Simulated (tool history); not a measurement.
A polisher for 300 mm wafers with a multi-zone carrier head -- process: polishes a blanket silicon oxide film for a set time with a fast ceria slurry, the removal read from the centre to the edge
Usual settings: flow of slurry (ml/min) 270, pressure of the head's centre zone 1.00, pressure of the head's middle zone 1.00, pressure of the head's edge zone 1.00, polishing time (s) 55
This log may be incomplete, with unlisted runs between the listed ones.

| run | hour | flow of slurry (ml/min) | pressure of the head's centre zone | pressure of the head's middle zone | pressure of the head's edge zone | polishing time (s) | incoming thickness of the incoming film, nm | film removed at the wafer's centre (nm) | film removed at mid-radius (nm) | film removed at the wafer's edge (nm) |
|---|---|---|---|---|---|---|---|---|---|---|
| 1 | 0.0 | 270 | 1.00 | 1.00 | 1.00 | 55 | 2510.4 | 701.7 | 616.8 | 625.3 |
|  | 67.6 | worn pad replaced by a new one |
|  | 88.1 | carrier head's membrane replaced by a new one |
| 2 | 92.4 | 270 | 1.00 | 1.00 | 1.00 | 55 | 2537.0 | 701.5 | 629.0 | 638.7 |
|  | 122.6 | slurry nozzle cleaned |
| 3 | 189.0 | 270 | 1.00 | 1.00 | 1.00 | 55 | 2582.9 | 700.7 | 613.9 | 626.2 |
|  | 192.7 | edge zone pressure recalibrated |
| 4 | 235.9 | 270 | 1.00 | 1.00 | 0.94 | 55 | 2587.7 | 710.8 | 619.2 | 612.2 |
| 5 | 320.8 | 270 | 1.00 | 1.00 | 1.00 | 55 | 2532.6 | 700.2 | 619.3 | 621.6 |
| 6 | 357.7 | 270 | 0.95 | 1.10 | 1.00 | 68 | 2574.0 | 833.7 | 834.7 | 769.8 |
|  | 438.8 | centre zone pressure recalibrated |
| 7 | 462.6 | 355 | 1.00 | 0.93 | 1.05 | 45 | 2534.1 | 534.0 | 487.8 | 534.5 |
| 8 | 517.4 | 335 | 0.95 | 1.00 | 0.91 | 42 | 2541.0 | 477.2 | 486.4 | 466.7 |
| 9 | 597.9 | 270 | 1.00 | 1.00 | 1.00 | 55 | 2572.5 | 658.1 | 625.2 | 635.1 |
|  | 641.6 | worn pad replaced by a new one |
| 10 | 669.6 | 270 | 1.00 | 1.00 | 1.00 | 55 | 2565.6 | 658.0 | 622.6 | 634.9 |
|  | 683.8 | slurry nozzle cleaned |
| 11 | 722.3 | 270 | 1.11 | 1.00 | 0.90 | 55 | 2579.1 | 734.8 | 632.1 | 606.1 |
| 12 | 774.4 | 270 | 0.90 | 1.00 | 0.88 | 55 | 2536.5 | 605.2 | 615.7 | 601.2 |
|  | 800.6 | edge zone pressure recalibrated |
| 13 | 824.1 | 270 | 1.00 | 1.00 | 1.00 | 55 | 2554.5 | 674.1 | 621.7 | 631.8 |
| 14 | 867.9 | 200 | 0.97 | 0.95 | 1.08 | 55 | 2608.4 | 633.7 | 576.6 | 641.5 |
| 15 | 969.0 | 270 | 1.00 | 1.00 | 1.06 | 71 | 2580.7 | 883.5 | 793.9 | 833.0 |
|  | 1027.7 | carrier head's membrane replaced by a new one |
| 16 | 1035.6 | 270 | 1.00 | 1.00 | 0.95 | 55 | 2571.3 | 676.2 | 628.4 | 626.6 |
|  | 1126.7 | slurry nozzle cleaned |
| 17 | 1197.2 | 270 | 0.89 | 1.00 | 1.00 | 55 | 2555.0 | 615.2 | 625.9 | 635.5 |
|  | 1231.1 | worn pad replaced by a new one |
| 18 | 1290.2 | 270 | 1.00 | 0.96 | 0.95 | 41 | 2544.3 | 511.7 | 448.7 | 459.5 |
| 19 | 1376.2 | 270 | 1.00 | 1.00 | 1.00 | 55 | 2532.0 | 690.0 | 620.0 | 629.6 |
| 20 | 1413.0 | 350 | 1.00 | 1.07 | 1.00 | 71 | 2608.1 | 919.3 | 863.0 | 831.0 |
|  | 1415.6 | centre zone pressure recalibrated |
|  | 1417.7 | edge zone pressure recalibrated |
| 21 | 1489.3 | 270 | 1.00 | 1.00 | 1.00 | 55 | 2549.6 | 644.3 | 615.7 | 628.6 |
| 22 | 1556.0 | 270 | 1.00 | 1.00 | 1.00 | 55 | 2560.1 | 639.9 | 621.8 | 638.6 |
|  | 1580.9 | slurry nozzle cleaned |
| 23 | 1637.7 | 190 | 0.89 | 1.12 | 1.00 | 55 | 2541.6 | 567.1 | 650.3 | 610.0 |

Alternative continuations, all from the tool just after run 23; predict every row:
| A | 1638.1 | 270 | 1.00 | 1.12 | 1.00 | 55 | 2530.9 | ? | ? | ? |
| B | 1638.1 | 270 | 1.11 | 1.00 | 1.10 | 69 | 2530.9 | ? | ? | ? |
| C | 1638.1 | 270 | 1.07 | 1.00 | 1.00 | 55 | 2530.9 | ? | ? | ? |

| run | film removed at the wafer's centre (nm) | film removed at mid-radius (nm) | film removed at the wafer's edge (nm) |
|---|---|---|---|
| A | 647.4 | 691.4 | 633.6 |
| B | 895.1 | 787.0 | 828.6 |
| C | 689.2 | 627.5 | 634.6 |
Without the tool's hidden state the same runs would have given:
| run | film removed at the wafer's centre (nm) | film removed at mid-radius (nm) | film removed at the wafer's edge (nm) |
|---|---|---|---|
| A | 622.8 | 691.5 | 633.6 |
| B | 861.3 | 787.2 | 828.6 |
| C | 663.2 | 627.7 | 634.6 |

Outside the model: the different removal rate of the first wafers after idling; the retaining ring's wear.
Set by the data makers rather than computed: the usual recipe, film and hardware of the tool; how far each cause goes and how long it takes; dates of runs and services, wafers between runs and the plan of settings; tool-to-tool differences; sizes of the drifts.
